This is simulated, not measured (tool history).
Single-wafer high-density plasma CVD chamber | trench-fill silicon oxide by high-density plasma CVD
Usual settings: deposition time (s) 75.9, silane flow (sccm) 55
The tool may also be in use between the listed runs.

run     day  deposition time (s)  silane flow (sccm)  wafers since the last listed run  hours since the silane flow controller was replaced  hours since the gauge calibration  read-back reference wafer on the same gauge, thickness_nm  mean film thickness on the monitor wafer (Å)
  1   0.000                 75.9                  55                                 0                                               4080.5                             1040.8                                                    460.054                                       3816.14
  2   1.567                 70.0                  63                               494                                               4118.1                             1078.4                                                    458.817                                       3999.78
      2.654  -- gauge calibrated
  3   3.396                 70.0                  63                               577                                               4162.0                               17.8                                                    458.319                                       3987.93
  4   4.767                 75.9                  55                               432                                               4194.9                               50.7                                                    459.042                                       3804.35
  5   7.604                 83.9                  55                               895                                               4263.0                              118.8                                                    459.947                                       4198.05
  6   9.529                 83.9                  55                               607                                               4309.2                              165.0                                                    458.793                                       4194.99
  7  11.200                 75.9                  47                               527                                               4349.3                              205.1                                                    459.767                                       3244.06
  8  13.992                 75.9                  47                               881                                               4416.3                              272.1                                                    459.662                                       3236.13
  9  15.258                 75.9                  47                               399                                               4446.7                              302.5                                                    459.147                                       3253.77
 10  17.658                 75.9                  60                               757                                               4504.3                              360.1                                                    458.958                                       4156.12
 11  19.038                 75.9                  60                               435                                               4537.4                              393.2                                                    459.468                                       4121.69
 12  20.650                 75.9                  60                               508                                               4576.1                              431.9                                                    458.351                                       4126.04
 13  22.912                 75.9                  55                               714                                               4630.4                              486.2                                                    459.195                                       3746.82
 14  25.412                 75.9                  55                               789                                               4690.4                              546.2                                                    459.282                                       3773.10
 15  26.467                 86.2                  48                               332                                               4715.7                              571.5                                                    459.077                                       3743.63
 16  28.746                 75.9                  49                               719                                               4770.4                              626.2                                                    458.641                                       3381.29
 17  30.238                 75.9                  55                               470                                               4806.2                              662.0                                                    458.313                                       3727.30
 18  32.617                 85.6                  50                               750                                               4863.3                              719.1                                                    458.974                                       3871.68
 19  33.658                 90.6                  51                               328                                               4888.3                              744.1                                                    458.741                                       4164.83
     35.729  -- silane flow controller replaced
 20  36.438                 82.8                  60                               771                                                 17.0                              810.8                                                    459.147                                       4781.16
 21  37.604                 75.9                  47                               368                                                 45.0                              838.8                                                    458.535                                       3438.98
 22  39.500                 75.9                  55                               598                                                 90.5                              884.3                                                    458.593                                       3981.49
 23  42.321                 83.4                  48                               890                                                158.2                              952.0                                                    458.459                                       3818.63
 24  43.438                 89.4                  62                               352                                                185.0                              978.8                                                    459.053                                       5245.73
 25  49.304                 69.0                  47                              1851                                                325.8                             1119.6                                                    458.214                                       3082.41
     49.508  -- gauge calibrated
 26  51.821                 75.9                  58                               794                                                386.2                               55.5                                                    458.427                                       4206.14
 27  54.238                 69.4                  63                               762                                                444.2                              113.5                                                    458.604                                       4159.78
 28  57.092                 87.6                  48                               900                                                512.7                              182.0                                                    459.068                                       4039.69
 29  59.471                 66.3                  55                               750                                                569.8                              239.1                                                    458.871                                       3446.58
 30  62.458                 62.9                  61                               942                                                641.5                              310.8                                                    458.812                                       3661.16
 31  64.225                 71.0                  64                               557                                                683.9                              353.2                                                    458.468                                       4300.05
 32  65.992                 61.8                  55                               557                                                726.3                              395.6                                                    458.996                                       3214.02

Hidden state or all else? Some run-to-run changes of mean film thickness on the monitor wafer (Å), split into what the settings, what came in and random variation would give without the hidden state, and what is left for the hidden state (with any gauge scatter that isn't in both results):
The hidden state here: delivered silane flow above the setpoint (%); gauge reads high (%).
Run 6 -> 7: deposition time (s) 83.9 -> 75.9, silane flow (sccm) 55 -> 47. mean film thickness on the monitor wafer (Å) -950.93: hidden state +45.73, all else -996.66.
Run 9 -> 10: silane flow (sccm) 47 -> 60. mean film thickness on the monitor wafer (Å) +902.35: hidden state -50.00, all else +952.35.
Run 19 -> 20: deposition time (s) 90.6 -> 82.8, silane flow (sccm) 51 -> 60, silane flow controller replaced. mean film thickness on the monitor wafer (Å) +616.33: hidden state +260.46, all else +355.87.
Run 20 -> 21: deposition time (s) 82.8 -> 75.9, silane flow (sccm) 60 -> 47. mean film thickness on the monitor wafer (Å) -1342.18: hidden state -6.67, all else -1335.51.
Run 23 -> 24: deposition time (s) 83.4 -> 89.4, silane flow (sccm) 48 -> 62. mean film thickness on the monitor wafer (Å) +1427.10: hidden state +1.67, all else +1425.43.
Run 24 -> 25: deposition time (s) 89.4 -> 69.0, silane flow (sccm) 62 -> 47. mean film thickness on the monitor wafer (Å) -2163.32: hidden state -9.74, all else -2153.58.

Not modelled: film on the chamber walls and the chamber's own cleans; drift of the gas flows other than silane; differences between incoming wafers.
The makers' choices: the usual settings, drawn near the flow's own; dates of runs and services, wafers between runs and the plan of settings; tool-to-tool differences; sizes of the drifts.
